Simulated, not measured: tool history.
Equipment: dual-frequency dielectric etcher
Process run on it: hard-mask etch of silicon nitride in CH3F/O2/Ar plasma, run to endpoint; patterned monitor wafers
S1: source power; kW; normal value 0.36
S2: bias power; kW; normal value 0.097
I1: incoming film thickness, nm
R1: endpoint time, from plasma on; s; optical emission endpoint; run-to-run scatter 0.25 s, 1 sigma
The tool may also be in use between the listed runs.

Run 1, day 0: usual settings; I1 50.5. Result: R1 70.4 s.
Run 2, day 1.162: usual settings; I1 50.3. Result: R1 70.6 s.
At day 4.054: wet clean of the chamber.
Run 3, day 4.075: usual settings; I1 50. Result: R1 67.9 s.
Run 4, day 6.033: usual settings; I1 50.4. Result: R1 69 s.
Run 5, day 8.654: usual settings; I1 50.5. Result: R1 69.1 s.
At day 10.95: bias power generator calibrated.
Run 6, day 11.425: usual settings; I1 50.1. Result: R1 69 s.
Run 7, day 13.862: usual settings; I1 50.5. Result: R1 70.2 s.
Run 8, day 15.662: usual settings; I1 50.3. Result: R1 69.8 s.
Run 9, day 17.671: usual settings; I1 50.3. Result: R1 70.4 s.
At day 18.521: source power generator calibrated.
Run 10, day 19.233: usual settings but S1 0.44 kW, S2 0.083 kW; I1 50.5. Result: R1 69.8 s.
At day 21.292: upper electrode replaced.
At day 21.983: wet clean of the chamber.
Run 11, day 22.004: usual settings but S2 0.108 kW; I1 50.4. Result: R1 65.4 s.
Run 12, day 23.3: usual settings but S1 0.4 kW, S2 0.079 kW; I1 50.8. Result: R1 70.3 s.
Run 13, day 25.238: usual settings but S1 0.41 kW, S2 0.114 kW; I1 50.5. Result: R1 61.8 s.
Run 14, day 26.929: usual settings; I1 50.2. Result: R1 68.1 s.
Run 15, day 28.192: usual settings but S2 0.091 kW; I1 49.5. Result: R1 68.9 s.
Run 16, day 29.842: usual settings; I1 50.3. Result: R1 68.9 s.

Forecast each of these 4 alternatives for the next run:
Run A, day 29.858: usual settings but S1 0.28 kW; I1 50.4. Result: R1 ?.
Run B, day 29.858: usual settings but S2 0.074 kW; I1 50.4. Result: R1 ?.
Run C, day 29.858: usual settings but S1 0.42 kW, S2 0.078 kW; I1 50.4. Result: R1 ?.
Run D, day 29.858: usual settings but S1 0.31 kW, S2 0.077 kW; I1 50.4. Result: R1 ?.

run    R1
  A  75.5
  B  74.9
  C  69.6
  D  78.3
Stripped of hidden state, with their random variation kept, the same runs would have yielded:
run    R1
  A  74.4
  B  73.9
  C  68.6
  D  77.2
